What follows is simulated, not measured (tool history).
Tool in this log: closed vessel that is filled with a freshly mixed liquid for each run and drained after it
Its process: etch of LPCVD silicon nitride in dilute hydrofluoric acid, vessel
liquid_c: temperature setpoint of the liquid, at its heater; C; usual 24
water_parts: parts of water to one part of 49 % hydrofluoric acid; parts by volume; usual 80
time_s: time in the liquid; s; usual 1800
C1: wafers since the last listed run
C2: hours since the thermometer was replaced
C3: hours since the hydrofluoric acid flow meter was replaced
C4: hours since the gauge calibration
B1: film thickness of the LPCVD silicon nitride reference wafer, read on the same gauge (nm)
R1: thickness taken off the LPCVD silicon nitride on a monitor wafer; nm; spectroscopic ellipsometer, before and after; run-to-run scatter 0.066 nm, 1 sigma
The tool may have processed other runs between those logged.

Run 1, hour 0: usual settings; C1 0; C2 2250; C3 1273.8; C4 326.8; B1 80.03. Result: R1 10.57 nm.
Run 2, hour 14.9: usual settings but liquid_c 23 C; C1 574; C2 2264.9; C3 1288.7; C4 341.7; B1 80.04. Result: R1 10.13 nm.
Run 3, hour 25.7: usual settings but liquid_c 20.5 C; C1 416; C2 2275.7; C3 1299.5; C4 352.5; B1 79.99. Result: R1 8.56 nm.
Run 4, hour 40.5: usual settings but liquid_c 20.5 C; C1 570; C2 2290.5; C3 1314.3; C4 367.3; B1 79.99. Result: R1 8.52 nm.
Run 5, hour 55.9: usual settings but liquid_c 20.5 C; C1 593; C2 2305.9; C3 1329.7; C4 382.7; B1 79.95. Result: R1 8.54 nm.
Run 6, hour 69.3: usual settings; C1 516; C2 2319.3; C3 1343.1; C4 396.1; B1 79.97. Result: R1 10.85 nm.
Run 7, hour 81.1: usual settings; C1 454; C2 2331.1; C3 1354.9; C4 407.9; B1 80.03. Result: R1 10.69 nm.
Run 8, hour 93.6: usual settings; C1 481; C2 2343.6; C3 1367.4; C4 420.4; B1 80.03. Result: R1 10.74 nm.
At hour 99.2: gauge calibrated.
Run 9, hour 105.8: usual settings; C1 470; C2 2355.8; C3 1379.6; C4 6.6; B1 80.02. Result: R1 10.67 nm.
At hour 110.6: thermometer replaced.
Run 10, hour 114.7: usual settings; C1 304; C2 4.1; C3 1388.5; C4 15.5; B1 80. Result: R1 9.22 nm.
Run 11, hour 131.3: usual settings but water_parts 60 parts by volume; C1 639; C2 20.7; C3 1405.1; C4 32.1; B1 80. Result: R1 12.04 nm.
Run 12, hour 145.2: usual settings but water_parts 60 parts by volume; C1 535; C2 34.6; C3 1419; C4 46; B1 80.02. Result: R1 11.98 nm.
Run 13, hour 156.2: usual settings but liquid_c 21 C, water_parts 100 parts by volume, time_s 870 s; C1 423; C2 45.6; C3 1430; C4 57; B1 79.98. Result: R1 2.88 nm.
At hour 160.7: hydrofluoric acid flow meter replaced.
Run 14, hour 163.2: usual settings but liquid_c 20.5 C, water_parts 60 parts by volume; C1 231; C2 52.6; C3 2.5; C4 64; B1 79.93. Result: R1 10.92 nm.
Run 15, hour 172.5: usual settings; C1 358; C2 61.9; C3 11.8; C4 73.3; B1 79.99. Result: R1 10.34 nm.
Run 16, hour 180.9: usual settings; C1 323; C2 70.3; C3 20.2; C4 81.7; B1 79.99. Result: R1 10.51 nm.
Run 17, hour 196.4: usual settings; C1 597; C2 85.8; C3 35.7; C4 97.2; B1 80.03. Result: R1 10.3 nm.
Run 18, hour 210.7: usual settings but water_parts 95 parts by volume; C1 551; C2 100.1; C3 50; C4 111.5; B1 80.01. Result: R1 8.79 nm.
Run 19, hour 218.8: usual settings; C1 312; C2 108.2; C3 58.1; C4 119.6; B1 80.02. Result: R1 10.45 nm.
Run 20, hour 236.4: usual settings but liquid_c 28 C; C1 678; C2 125.8; C3 75.7; C4 137.2; B1 79.97. Result: R1 13.53 nm.
Run 21, hour 251: usual settings but liquid_c 20.5 C, water_parts 55 parts by volume, time_s 2275 s; C1 562; C2 140.4; C3 90.3; C4 151.8; B1 80. Result: R1 15.02 nm.
Run 22, hour 264.5: usual settings but liquid_c 19.5 C, water_parts 55 parts by volume, time_s 2440 s; C1 520; C2 153.9; C3 103.8; C4 165.3; B1 80.01. Result: R1 14.94 nm.
Run 23, hour 270.7: usual settings but water_parts 55 parts by volume; C1 238; C2 160.1; C3 110; C4 171.5; B1 80. Result: R1 14.85 nm.
Run 24, hour 276.7: usual settings but liquid_c 29 C, water_parts 120 parts by volume, time_s 2425 s; C1 231; C2 166.1; C3 116; C4 177.5; B1 79.99. Result: R1 12.97 nm.
Run 25, hour 285.3: usual settings but liquid_c 21 C; C1 331; C2 174.7; C3 124.6; C4 186.1; B1 80.03. Result: R1 8.47 nm.
Run 26, hour 303.2: usual settings but time_s 2865 s; C1 689; C2 192.6; C3 142.5; C4 204; B1 79.97. Result: R1 16.47 nm.
Run 27, hour 315.9: usual settings but water_parts 65 parts by volume; C1 489; C2 205.3; C3 155.2; C4 216.7; B1 80.04. Result: R1 12.8 nm.
Run 28, hour 326.7: usual settings but liquid_c 28 C; C1 416; C2 216.1; C3 166; C4 227.5; B1 79.98. Result: R1 13.52 nm.
Run 29, hour 344.1: usual settings but water_parts 90 parts by volume; C1 670; C2 233.5; C3 183.4; C4 244.9; B1 79.93. Result: R1 9.17 nm.
Run 30, hour 355.6: usual settings but liquid_c 28 C, water_parts 110 parts by volume; C1 443; C2 245; C3 194.9; C4 256.4; B1 79.99. Result: R1 9.78 nm.
Run 31, hour 369.9: usual settings; C1 551; C2 259.3; C3 209.2; C4 270.7; B1 79.95. Result: R1 10.45 nm.
Run 32, hour 385.8: usual settings but water_parts 105 parts by volume; C1 612; C2 275.2; C3 225.1; C4 286.6; B1 79.98. Result: R1 7.99 nm.

Hidden condition of the tool, last listed run before each entry between runs versus first listed run after:
Between runs 8 and 9: gauge calibrated (hour 99.2)
  liquid hotter than its thermometer reads (K): 2.48 -> 2.49; hydrofluoric acid flow below the setpoint (%): 13 -> 13.2
  measured result minus the result with no hidden state, R1: +0.26 -> +0.26 nm
Between runs 9 and 10: thermometer replaced (hour 110.6)
  liquid hotter than its thermometer reads (K): 2.49 -> 0.0917
  measured result minus the result with no hidden state, R1: +0.26 -> -1.33 nm
Between runs 13 and 14: hydrofluoric acid flow meter replaced (hour 160.7)
  liquid hotter than its thermometer reads (K): 0.134 -> 0.141; hydrofluoric acid flow below the setpoint (%): 13.6 -> 1.08
  measured result minus the result with no hidden state, R1: -0.42 -> -0.01 nm

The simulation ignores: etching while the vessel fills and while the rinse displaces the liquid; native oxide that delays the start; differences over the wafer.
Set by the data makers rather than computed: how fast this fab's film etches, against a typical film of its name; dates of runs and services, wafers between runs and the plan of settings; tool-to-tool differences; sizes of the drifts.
